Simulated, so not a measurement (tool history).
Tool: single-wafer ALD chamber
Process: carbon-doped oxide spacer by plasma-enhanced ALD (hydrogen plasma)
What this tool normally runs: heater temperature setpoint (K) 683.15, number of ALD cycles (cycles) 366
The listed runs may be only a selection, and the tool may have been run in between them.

run	hour	heater temperature setpoint (K)	number of ALD cycles (cycles)	wafers since the last listed run	hours since the last thermocouple change	hours since the gauge calibration	read-back reference wafer on the same gauge, thickness_nm	mean film thickness on the monitor wafer (Å)
1	0.0	683.15	366	0	630.7	1267.0	17.898	166.83
# hour 30.5: gauge calibrated
2	69.5	683.15	366	72	700.2	39.0	17.901	166.55
3	154.3	677.15	313	88	785.0	123.8	17.895	144.92
4	213.1	683.15	333	61	843.8	182.6	17.905	150.90
5	294.9	694.15	405	85	925.6	264.4	17.905	178.76
6	358.4	683.15	366	66	989.1	327.9	17.907	167.26
7	433.7	695.15	417	78	1064.4	403.2	17.904	184.04
8	486.3	683.15	366	55	1117.0	455.8	17.905	167.15
9	524.9	683.15	383	40	1155.6	494.4	17.901	174.95
10	590.8	683.15	366	69	1221.5	560.3	17.910	166.97
11	668.4	683.15	366	81	1299.1	637.9	17.895	166.56
12	827.6	683.15	366	166	1458.3	797.1	17.898	167.59
13	920.4	689.15	366	97	1551.1	889.9	17.896	163.92
14	961.0	676.15	366	42	1591.7	930.5	17.907	170.16
15	999.2	683.15	366	40	1629.9	968.7	17.904	167.00
16	1065.2	683.15	412	69	1695.9	1034.7	17.892	188.87
17	1131.4	698.15	366	69	1762.1	1100.9	17.898	159.55
18	1199.9	683.15	410	71	1830.6	1169.4	17.896	188.50
19	1235.9	683.15	366	37	1866.6	1205.4	17.894	168.10
# hour 1246.1: thermocouple changed; heater temperature recalibrated
20	1307.7	678.15	347	66	61.6	1277.2	17.910	159.90
# hour 1377.2: gauge calibrated
21	1586.6	683.15	366	292	340.5	209.4	17.906	166.52
22	1625.4	683.15	366	40	379.3	248.2	17.900	167.20
23	1685.1	694.15	366	62	439.0	307.9	17.905	162.38
24	1770.8	683.15	366	89	524.7	393.6	17.897	167.30
25	1833.9	691.15	437	66	587.8	456.7	17.895	194.50
26	1910.5	673.15	366	80	664.4	533.3	17.908	170.79
27	1994.9	674.15	366	88	748.8	617.7	17.907	169.70

Forecast each of these 3 alternatives for the next run:
A	1995.9	683.15	366	1	749.8	618.7	?	?
B	1995.9	690.15	411	1	749.8	618.7	?	?
C	1995.9	683.15	395	1	749.8	618.7	?	?

run	read-back reference wafer on the same gauge, thickness_nm	mean film thickness on the monitor wafer (Å)
A	17.902	167.49
B	17.902	184.08
C	17.902	180.76
With no hidden state in the tool, these same runs would have given:
run	mean film thickness on the monitor wafer (Å)
A	165.72
B	182.10
C	178.85

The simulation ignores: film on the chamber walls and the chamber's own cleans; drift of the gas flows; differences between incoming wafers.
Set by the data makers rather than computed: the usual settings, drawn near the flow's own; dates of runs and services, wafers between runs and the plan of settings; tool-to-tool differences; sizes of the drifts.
